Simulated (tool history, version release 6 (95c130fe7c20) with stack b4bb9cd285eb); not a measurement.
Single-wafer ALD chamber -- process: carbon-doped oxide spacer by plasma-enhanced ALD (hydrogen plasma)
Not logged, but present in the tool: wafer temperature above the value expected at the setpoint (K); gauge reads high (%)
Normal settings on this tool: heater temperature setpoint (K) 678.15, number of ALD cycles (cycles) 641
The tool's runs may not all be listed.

run,hour,heater temperature setpoint (K),number of ALD cycles (cycles),wafers since the last listed run,hours since the last thermocouple change,hours since the gauge calibration,"read-back reference wafer on the same gauge, thickness_nm",mean film thickness on the monitor wafer (angstrom)
1,0,678.15,641,0,1545.8,49.6,30.769,323.77
2,85,678.15,641,54,1630.8,134.6,30.746,322.23
3,157.3,678.15,641,46,1703.1,206.9,30.724,322.25
4,257.2,678.15,641,64,1803,306.8,30.712,321.9
5,335.4,678.15,641,50,1881.2,385,30.668,322.34
6,591.8,678.15,641,165,2137.6,641.4,30.59,320.77
7,656.9,678.15,641,42,2202.7,706.5,30.567,320.83
8,723.1,678.15,641,42,2268.9,772.7,30.535,322.07
9,783.4,678.15,641,39,2329.2,833,30.51,321.62
10,1074.5,672.15,641,188,2620.3,1124.1,30.45,325.06
11,1115.5,672.15,641,26,2661.3,1165.1,30.411,324.34
12,1172.1,678.15,641,36,2717.9,1221.7,30.405,320.3
13,1209.6,678.15,641,24,2755.4,1259.2,30.381,319.56
14,1291,673.15,696,52,2836.8,1340.6,30.354,350.85
15,1376.7,673.15,696,55,2922.5,1426.3,30.347,351.22
16,1443.1,678.15,641,42,2988.9,1492.7,30.307,319.46
17,1528.7,678.15,641,55,3074.5,1578.3,30.336,319.07
18,1608.6,678.15,641,51,3154.4,1658.2,30.289,319.55
19,1692.5,678.15,641,54,3238.3,1742.1,30.251,318.96
# hour 1728.6: thermocouple changed; heater temperature recalibrated
20,1767.6,678.15,641,43,39,1817.2,30.237,317.2
21,1805.9,688.15,705,24,77.3,1855.5,30.195,338.62
22,1893.9,688.15,705,56,165.3,1943.5,30.175,340.53
23,1951.3,678.15,641,37,222.7,2000.9,30.175,318.64
24,1989.6,692.15,641,24,261,2039.2,30.152,304.45
25,2035.2,678.15,641,29,306.6,2084.8,30.133,317.8
26,2087.7,683.15,553,33,359.1,2137.3,30.092,270.06
27,2135.2,678.15,641,30,406.6,2184.8,30.111,315.69
28,2210.5,683.15,550,48,481.9,2260.1,30.098,268.16
29,2298,686.15,694,56,569.4,2347.6,30.044,334.23
30,2373.9,678.15,641,49,645.3,2423.5,30.036,315.65

For run 31, what comes out?
# hour 2463.8: gauge calibrated
31,2472.8,672.15,742,63,744.2,9,?,?

read-back reference wafer on the same gauge, thickness_nm: 30.761
mean film thickness on the monitor wafer (angstrom): 381.6
With the hidden condition absent and the run-to-run variation left alone, this run would have shown mean film thickness on the monitor wafer (angstrom) 381.93.
